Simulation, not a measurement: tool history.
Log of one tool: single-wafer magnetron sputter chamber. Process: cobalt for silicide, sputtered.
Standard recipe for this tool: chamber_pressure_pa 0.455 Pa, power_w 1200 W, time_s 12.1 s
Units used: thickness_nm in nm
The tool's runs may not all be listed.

run,day,chamber_pressure_pa,power_w,time_s,"read-back reference wafer on the same gauge, thickness_nm",thickness_nm
1,0,0.455,1200,12.1,6.86,7.683
2,4.429,0.455,1200,12.1,6.857,7.642
3,7.525,0.455,1200,12.1,6.858,7.594
4,11.521,0.455,1200,12.1,6.857,7.55
5,15.983,0.455,1200,14,6.859,8.687
6,17.879,0.455,1200,14,6.862,8.635
# day 18.229: sputter target and shields replaced
7,21.621,0.455,1200,12.1,6.859,7.627
8,24.296,0.455,1200,12.1,6.858,7.615
9,28.762,0.455,1200,12.1,6.856,7.634
10,33.042,0.595,1250,12.1,6.864,7.347
# day 35.442: gauge calibrated
11,36.688,0.595,1250,12.1,6.856,7.324
12,41.133,0.595,1250,12.1,6.857,7.217
# day 48.854: sputter target and shields replaced
13,48.992,0.455,1200,12.1,6.864,7.685
14,52.825,0.455,1200,12.1,6.86,7.708
15,54.754,0.455,1200,10.7,6.857,6.773
16,56.983,0.455,1200,10.7,6.864,6.813
17,60.617,0.358,1200,12.1,6.861,8.047
18,64.667,0.546,1050,12.1,6.857,6.348
19,68.208,0.455,950,13.9,6.857,6.91
20,71.488,0.455,1050,14.5,6.858,7.872
21,73.292,0.38,1300,11.1,6.856,7.775
22,77.325,0.455,1200,12.1,6.859,7.403
# day 78: sputter target and shields replaced
23,81.7,0.408,1100,12.1,6.857,7.217
24,84.096,0.455,1200,13.9,6.86,8.821
25,88.217,0.455,1000,14.3,6.857,7.604
26,91.571,0.603,1450,10.7,6.86,7.536
# day 93.171: capacitance manometer re-zeroed and calibrated
# day 93.662: magnet pack replaced
27,93.683,0.455,1200,12.1,6.852,7.641
28,95.938,0.349,950,13.3,6.852,6.992
# day 98.233: gauge calibrated
29,98.679,0.455,1200,10.4,6.867,6.461
30,101.867,0.455,1200,12.1,6.861,7.456
# day 105.558: sputter target and shields replaced
31,108.875,0.291,950,12.1,6.862,6.677
32,111.033,0.352,1200,12.1,6.864,8.124
33,114.654,0.455,1200,12.1,6.862,7.656
34,118.25,0.455,1200,12.1,6.856,7.606
35,121.062,0.58,1350,9.7,6.864,6.406
36,122.754,0.54,950,13.9,6.862,6.629

Forecast each of these 3 alternatives for the next run:
A,122.771,0.455,950,12.1,?,?
B,122.771,0.333,1200,12.8,?,?
C,122.771,0.455,1000,12.1,?,?

run,"read-back reference wafer on the same gauge, thickness_nm",thickness_nm
A,6.86,6.07
B,6.86,8.611
C,6.86,6.382
What these runs would have given with no unlogged condition in the tool:
run,thickness_nm
A,6.175
B,8.759
C,6.492

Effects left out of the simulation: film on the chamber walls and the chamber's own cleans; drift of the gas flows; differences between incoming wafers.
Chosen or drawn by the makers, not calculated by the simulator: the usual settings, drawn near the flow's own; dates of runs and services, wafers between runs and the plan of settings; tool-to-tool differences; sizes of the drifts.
